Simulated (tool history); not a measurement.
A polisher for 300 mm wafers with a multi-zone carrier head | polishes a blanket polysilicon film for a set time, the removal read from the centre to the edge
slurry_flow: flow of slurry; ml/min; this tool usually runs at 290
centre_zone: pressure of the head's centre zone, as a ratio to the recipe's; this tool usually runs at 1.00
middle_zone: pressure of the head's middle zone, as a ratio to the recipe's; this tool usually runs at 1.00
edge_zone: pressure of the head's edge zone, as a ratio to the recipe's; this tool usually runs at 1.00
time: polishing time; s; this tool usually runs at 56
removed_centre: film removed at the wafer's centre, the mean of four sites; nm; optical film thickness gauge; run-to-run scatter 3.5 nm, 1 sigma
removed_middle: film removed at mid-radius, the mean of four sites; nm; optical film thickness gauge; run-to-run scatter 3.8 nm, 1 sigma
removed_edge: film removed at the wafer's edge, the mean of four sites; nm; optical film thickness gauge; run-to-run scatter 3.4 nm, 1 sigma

run     day  slurry_flow  centre_zone  middle_zone  edge_zone  time  wafers since the last listed run  wafers polished on this pad  hours since the slurry nozzle was cleaned  hours since the centre zone pressure was calibrated  hours since the edge zone pressure was calibrated  hours since the carrier head's membrane was replaced  incoming thickness of the incoming film, nm  removed_centre  removed_middle  removed_edge
  1   0.000          290         1.00         0.91       1.00    56                                 0                          874                                       55.1                                                717.4                                               84.7                                                1413.6                                       1665.2           269.5           288.5         298.9
  2   1.200          290         1.00         0.91       1.00    56                               317                         1192                                       83.9                                                746.2                                              113.5                                                1442.4                                       1688.7           270.7           292.4         299.1
      1.717  -- worn pad replaced by a new one
  3   2.029          290         1.00         1.00       1.00    44                               175                           82                                      103.8                                                766.1                                              133.4                                                1462.3                                       1653.5           214.0           237.1         234.7
  4   4.125          290         1.00         1.00       1.00    44                               554                          637                                      154.1                                                816.4                                              183.7                                                1512.6                                       1659.7           213.3           240.7         229.0
  5   4.704          290         1.00         1.00       1.00    44                               153                          790                                      168.0                                                830.3                                              197.6                                                1526.5                                       1655.1           208.9           241.8         230.9
      5.508  -- centre zone pressure recalibrated
  6   5.904          290         1.00         1.00       1.00    68                               295                         1086                                      196.8                                                  9.5                                              226.4                                                1555.3                                       1683.8           364.4           375.4         362.3
  7   6.612          290         1.00         1.00       1.00    56                               187                         1273                                      213.8                                                 26.5                                              243.4                                                1572.3                                       1656.2           299.9           309.1         297.4
      6.817  -- worn pad replaced by a new one
  8   7.496          290         1.00         1.00       1.00    56                               189                          179                                      235.0                                                 47.7                                              264.6                                                1593.5                                       1666.5           296.3           299.9         293.3
  9   8.358          290         1.00         1.00       1.00    56                               228                          408                                      255.7                                                 68.4                                              285.3                                                1614.2                                       1683.4           296.2           313.0         288.8
 10   9.079          290         1.00         1.00       1.00    56                               190                          598                                      273.0                                                 85.7                                              302.6                                                1631.5                                       1702.1           295.4           311.0         294.1
 11  10.046          290         1.00         1.00       1.00    56                               255                          854                                      296.2                                                108.9                                              325.8                                                1654.7                                       1673.3           292.4           305.5         299.9
     10.717  -- carrier head's membrane replaced by a new one
     10.742  -- edge zone pressure recalibrated
 12  10.929          290         1.00         1.00       1.12    67                               171                         1026                                      317.4                                                130.1                                                4.5                                                   5.1                                       1657.6           351.4           368.7         371.9
 13  12.342          255         1.07         1.00       0.95    44                               373                         1400                                      351.3                                                164.0                                               38.4                                                  39.0                                       1680.4           246.1           241.5         222.8
     13.138  -- worn pad replaced by a new one
 14  13.708          390         1.00         1.00       1.00    56                               317                          150                                      384.1                                                196.8                                               71.2                                                  71.8                                       1695.0           297.0           315.7         303.7
     14.033  -- slurry nozzle cleaned
 15  14.229          290         0.95         0.93       1.12    37                               126                          277                                        4.7                                                209.3                                               83.7                                                  84.3                                       1653.8           181.1           193.6         206.2
 16  17.633          290         0.95         1.00       1.05    44                               901                         1178                                       86.4                                                291.0                                              165.4                                                 166.0                                       1640.0           215.9           245.2         239.6
     18.254  -- worn pad replaced by a new one
 17  19.029          290         1.08         1.08       1.00    68                               325                          204                                      119.9                                                324.5                                              198.9                                                 199.5                                       1686.6           377.0           390.4         355.3
 18  20.162          205         1.00         1.00       0.92    56                               299                          504                                      147.1                                                351.7                                              226.1                                                 226.7                                       1655.3           269.3           296.9         278.8
 19  21.292          290         1.00         1.00       1.00    56                               298                          803                                      174.2                                                378.8                                              253.2                                                 253.8                                       1674.6           286.7           313.6         294.6
 20  21.983          205         1.00         1.00       1.00    56                               183                          986                                      190.8                                                395.4                                              269.8                                                 270.4                                       1670.9           270.6           300.2         290.5
 21  23.350          290         1.00         0.90       1.00    56                               361                         1348                                      223.6                                                428.2                                              302.6                                                 303.2                                       1674.3           281.1           281.5         300.0
     23.538  -- edge zone pressure recalibrated
     24.208  -- worn pad replaced by a new one
 22  24.229          385         0.94         1.03       1.00    41                               166                            5                                      244.7                                                449.3                                               16.6                                                 324.3                                       1636.8           198.8           234.7         222.3

Expected results for the next run?
 23  24.779          290         1.00         1.00       1.00    56                               145                          150                                      257.9                                                462.5                                               29.8                                                 337.5                                       1689.1               ?               ?             ?

{"run 23": {"removed_centre": 278.6, "removed_middle": 308.4, "removed_edge": 299.7}}
Had the tool carried no hidden state, the very same run would have given removed_centre 299.4 nm, removed_middle 308.3 nm, removed_edge 299.7 nm.

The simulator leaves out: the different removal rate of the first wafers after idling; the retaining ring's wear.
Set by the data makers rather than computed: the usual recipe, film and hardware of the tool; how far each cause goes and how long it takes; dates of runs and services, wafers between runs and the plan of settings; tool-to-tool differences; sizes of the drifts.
